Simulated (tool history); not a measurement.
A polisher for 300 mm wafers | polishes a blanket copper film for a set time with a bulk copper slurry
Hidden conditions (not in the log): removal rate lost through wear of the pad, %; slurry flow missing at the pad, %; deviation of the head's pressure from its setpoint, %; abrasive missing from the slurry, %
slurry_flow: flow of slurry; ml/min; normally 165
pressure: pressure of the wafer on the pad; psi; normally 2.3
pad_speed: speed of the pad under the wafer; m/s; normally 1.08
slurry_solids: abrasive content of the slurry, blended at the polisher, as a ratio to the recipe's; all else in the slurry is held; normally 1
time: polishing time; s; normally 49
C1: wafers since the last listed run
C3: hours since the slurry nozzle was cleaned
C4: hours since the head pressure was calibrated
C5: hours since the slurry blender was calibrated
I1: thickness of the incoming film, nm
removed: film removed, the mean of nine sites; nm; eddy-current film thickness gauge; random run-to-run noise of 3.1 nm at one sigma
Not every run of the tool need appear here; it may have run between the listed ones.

{"run": 1, "hour": 0.0, "slurry_flow": 165, "pressure": 2.3, "pad_speed": 1.08, "slurry_solids": 1, "time": 49, "C1": 0, "wafers polished on this pad": 4640, "C3": 196.3, "C4": 754.4, "C5": 273, "I1": 4271.1, "removed": 397.5}
{"run": 2, "hour": 48.0, "slurry_flow": 165, "pressure": 2.3, "pad_speed": 1.08, "slurry_solids": 0.8, "time": 49, "C1": 399, "wafers polished on this pad": 5040, "C3": 244.3, "C4": 802.4, "C5": 321, "I1": 4268.7, "removed": 389.3}
{"run": 3, "hour": 152.0, "slurry_flow": 165, "pressure": 2.3, "pad_speed": 1.08, "slurry_solids": 0.8, "time": 49, "C1": 866, "wafers polished on this pad": 5906, "C3": 348.3, "C4": 906.4, "C5": 425, "I1": 4366.8, "removed": 384.2}
{"hour": 227.0, "done": "worn pad replaced by a new one"}
{"hour": 238.1, "done": "head pressure recalibrated"}
{"run": 4, "hour": 242.7, "slurry_flow": 165, "pressure": 2.3, "pad_speed": 1.08, "slurry_solids": 0.8, "time": 49, "C1": 705, "wafers polished on this pad": 114, "C3": 439, "C4": 4.6, "C5": 515.7, "I1": 4340.3, "removed": 356.4}
{"run": 5, "hour": 338.9, "slurry_flow": 165, "pressure": 2.3, "pad_speed": 1.08, "slurry_solids": 1, "time": 49, "C1": 801, "wafers polished on this pad": 915, "C3": 535.2, "C4": 100.8, "C5": 611.9, "I1": 4371.3, "removed": 365.6}
{"hour": 511.1, "done": "slurry blender recalibrated"}
{"run": 6, "hour": 514.6, "slurry_flow": 165, "pressure": 2.3, "pad_speed": 1.08, "slurry_solids": 1, "time": 49, "C1": 1446, "wafers polished on this pad": 2361, "C3": 710.9, "C4": 276.5, "C5": 3.5, "I1": 4258.1, "removed": 358.7}
{"run": 7, "hour": 551.7, "slurry_flow": 165, "pressure": 2.3, "pad_speed": 1.08, "slurry_solids": 1, "time": 49, "C1": 308, "wafers polished on this pad": 2670, "C3": 748, "C4": 313.6, "C5": 40.6, "I1": 4223.8, "removed": 360.4}
{"run": 8, "hour": 604.0, "slurry_flow": 165, "pressure": 2.3, "pad_speed": 1.08, "slurry_solids": 1, "time": 49, "C1": 435, "wafers polished on this pad": 3106, "C3": 800.3, "C4": 365.9, "C5": 92.9, "I1": 4219.9, "removed": 361.3}
{"hour": 654.3, "done": "slurry nozzle cleaned"}
{"run": 9, "hour": 661.9, "slurry_flow": 165, "pressure": 2.3, "pad_speed": 1.08, "slurry_solids": 1, "time": 49, "C1": 473, "wafers polished on this pad": 3580, "C3": 7.6, "C4": 423.8, "C5": 150.8, "I1": 4285.3, "removed": 381.2}
{"run": 10, "hour": 953.7, "slurry_flow": 165, "pressure": 2.3, "pad_speed": 1.08, "slurry_solids": 1, "time": 49, "C1": 2429, "wafers polished on this pad": 6010, "C3": 299.4, "C4": 715.6, "C5": 442.6, "I1": 4328, "removed": 385}
{"run": 11, "hour": 1021.1, "slurry_flow": 185, "pressure": 2.3, "pad_speed": 1.08, "slurry_solids": 1, "time": 49, "C1": 561, "wafers polished on this pad": 6571, "C3": 366.8, "C4": 783, "C5": 510, "I1": 4278.7, "removed": 390}
{"hour": 1090.2, "done": "worn pad replaced by a new one"}
{"hour": 1282.5, "done": "head pressure recalibrated"}
{"run": 12, "hour": 1311.5, "slurry_flow": 165, "pressure": 2.3, "pad_speed": 1.08, "slurry_solids": 0.8, "time": 49, "C1": 2368, "wafers polished on this pad": 1825, "C3": 657.2, "C4": 29, "C5": 800.4, "I1": 4346.1, "removed": 351.1}
{"run": 13, "hour": 1371.7, "slurry_flow": 165, "pressure": 2.3, "pad_speed": 1.08, "slurry_solids": 1.2, "time": 49, "C1": 501, "wafers polished on this pad": 2327, "C3": 717.4, "C4": 89.2, "C5": 860.6, "I1": 4287, "removed": 369.3}
{"run": 14, "hour": 1424.2, "slurry_flow": 165, "pressure": 2.3, "pad_speed": 1.08, "slurry_solids": 1, "time": 61, "C1": 437, "wafers polished on this pad": 2764, "C3": 769.9, "C4": 141.7, "C5": 913.1, "I1": 4353.3, "removed": 445.1}
{"hour": 1428.0, "done": "slurry blender recalibrated"}
{"run": 15, "hour": 1501.9, "slurry_flow": 200, "pressure": 1.9, "pad_speed": 1.08, "slurry_solids": 0.7, "time": 49, "C1": 630, "wafers polished on this pad": 3394, "C3": 847.6, "C4": 219.4, "C5": 73.9, "I1": 4292.3, "removed": 294.1}
{"run": 16, "hour": 1604.2, "slurry_flow": 165, "pressure": 2.5, "pad_speed": 0.8, "slurry_solids": 0.9, "time": 61, "C1": 851, "wafers polished on this pad": 4246, "C3": 949.9, "C4": 321.7, "C5": 176.2, "I1": 4285.2, "removed": 367.1}
{"hour": 1628.7, "done": "slurry nozzle cleaned"}
{"run": 17, "hour": 1644.7, "slurry_flow": 205, "pressure": 3, "pad_speed": 1.08, "slurry_solids": 1.25, "time": 45, "C1": 328, "wafers polished on this pad": 4575, "C3": 16, "C4": 362.2, "C5": 216.7, "I1": 4361.1, "removed": 484.1}
{"run": 18, "hour": 1726.2, "slurry_flow": 195, "pressure": 2.7, "pad_speed": 1.08, "slurry_solids": 1.15, "time": 58, "C1": 678, "wafers polished on this pad": 5254, "C3": 97.5, "C4": 443.7, "C5": 298.2, "I1": 4286.8, "removed": 556.6}
{"run": 19, "hour": 1820.3, "slurry_flow": 165, "pressure": 2.3, "pad_speed": 0.78, "slurry_solids": 1, "time": 49, "C1": 783, "wafers polished on this pad": 6037, "C3": 191.6, "C4": 537.8, "C5": 392.3, "I1": 4304.3, "removed": 299.3}
{"run": 20, "hour": 1906.0, "slurry_flow": 165, "pressure": 2.9, "pad_speed": 1.08, "slurry_solids": 1.3, "time": 49, "C1": 713, "wafers polished on this pad": 6751, "C3": 277.3, "C4": 623.5, "C5": 478, "I1": 4286.4, "removed": 496.9}
{"run": 21, "hour": 2061.4, "slurry_flow": 165, "pressure": 2.3, "pad_speed": 1.08, "slurry_solids": 1, "time": 49, "C1": 1294, "wafers polished on this pad": 8045, "C3": 432.7, "C4": 778.9, "C5": 633.4, "I1": 4280.9, "removed": 386.4}
{"hour": 2084.1, "done": "worn pad replaced by a new one"}
{"run": 22, "hour": 2099.5, "slurry_flow": 165, "pressure": 2.3, "pad_speed": 1.08, "slurry_solids": 1, "time": 49, "C1": 283, "wafers polished on this pad": 127, "C3": 470.8, "C4": 817, "C5": 671.5, "I1": 4272.9, "removed": 382.2}
{"run": 23, "hour": 2136.2, "slurry_flow": 180, "pressure": 1.8, "pad_speed": 0.88, "slurry_solids": 1, "time": 55, "C1": 305, "wafers polished on this pad": 433, "C3": 507.5, "C4": 853.7, "C5": 708.2, "I1": 4317.3, "removed": 299}
{"run": 24, "hour": 2228.0, "slurry_flow": 165, "pressure": 2.3, "pad_speed": 1.08, "slurry_solids": 1, "time": 49, "C1": 764, "wafers polished on this pad": 1197, "C3": 599.3, "C4": 945.5, "C5": 800, "I1": 4208.6, "removed": 379.9}
{"hour": 2267.7, "done": "head pressure recalibrated"}
{"run": 25, "hour": 2285.6, "slurry_flow": 165, "pressure": 1.7, "pad_speed": 0.86, "slurry_solids": 1.15, "time": 65, "C1": 463, "wafers polished on this pad": 1660, "C3": 656.9, "C4": 17.9, "C5": 857.6, "I1": 4293.6, "removed": 313.8}
{"run": 26, "hour": 2327.7, "slurry_flow": 165, "pressure": 2.3, "pad_speed": 0.96, "slurry_solids": 1.2, "time": 49, "C1": 350, "wafers polished on this pad": 2011, "C3": 699, "C4": 60, "C5": 899.7, "I1": 4291.1, "removed": 337.2}
{"hour": 2379.3, "done": "slurry blender recalibrated"}
{"run": 27, "hour": 2428.9, "slurry_flow": 165, "pressure": 1.6, "pad_speed": 0.8, "slurry_solids": 0.85, "time": 37, "C1": 826, "wafers polished on this pad": 2837, "C3": 800.2, "C4": 161.2, "C5": 49.6, "I1": 4274.5, "removed": 148.4}
{"run": 28, "hour": 2512.0, "slurry_flow": 200, "pressure": 2.3, "pad_speed": 1.08, "slurry_solids": 1, "time": 49, "C1": 692, "wafers polished on this pad": 3529, "C3": 883.3, "C4": 244.3, "C5": 132.7, "I1": 4249.5, "removed": 370.8}
{"hour": 2513.8, "done": "slurry nozzle cleaned"}
{"run": 29, "hour": 2834.9, "slurry_flow": 165, "pressure": 2.3, "pad_speed": 1.08, "slurry_solids": 1, "time": 63, "C1": 2680, "wafers polished on this pad": 6210, "C3": 321.1, "C4": 567.2, "C5": 455.6, "I1": 4363.3, "removed": 483.3}
{"hour": 2954.1, "done": "worn pad replaced by a new one"}
{"run": 30, "hour": 3006.7, "slurry_flow": 165, "pressure": 2.3, "pad_speed": 1.08, "slurry_solids": 1, "time": 49, "C1": 1397, "wafers polished on this pad": 438, "C3": 492.9, "C4": 739, "C5": 627.4, "I1": 4257, "removed": 378.5}
{"run": 31, "hour": 3100.2, "slurry_flow": 205, "pressure": 2.3, "pad_speed": 1.42, "slurry_solids": 0.85, "time": 49, "C1": 778, "wafers polished on this pad": 1216, "C3": 586.4, "C4": 832.5, "C5": 720.9, "I1": 4268.8, "removed": 478.9}

Hidden state or all else? Some run-to-run changes of removed, split into what the settings, what came in and random variation would give without the hidden state, and what is left for the hidden state (with any gauge scatter that isn't in both results):
Run 3 -> 4: worn pad replaced by a new one, head pressure recalibrated. removed -27.8 nm: hidden state -28.8, all else +1.
Run 16 -> 17: slurry_flow 165 -> 205, pressure 2.5 -> 3, pad_speed 0.8 -> 1.08, slurry_solids 0.9 -> 1.25, time 61 -> 45, slurry nozzle cleaned. removed +117 nm: hidden state +38.8, all else +78.2.
Run 18 -> 19: slurry_flow 195 -> 165, pressure 2.7 -> 2.3, pad_speed 1.08 -> 0.78, slurry_solids 1.15 -> 1, time 58 -> 49. removed -257.3 nm: hidden state -1.8, all else -255.5.
Run 19 -> 20: pressure 2.3 -> 2.9, pad_speed 0.78 -> 1.08, slurry_solids 1 -> 1.3. removed +197.6 nm: hidden state +0.1, all else +197.5.
Run 27 -> 28: slurry_flow 165 -> 200, pressure 1.6 -> 2.3, pad_speed 0.8 -> 1.08, slurry_solids 0.85 -> 1, time 37 -> 49. removed +222.4 nm: hidden state -16.1, all else +238.5.
Run 28 -> 29: slurry_flow 200 -> 165, time 49 -> 63, slurry nozzle cleaned. removed +112.5 nm: hidden state +25.3, all else +87.2.
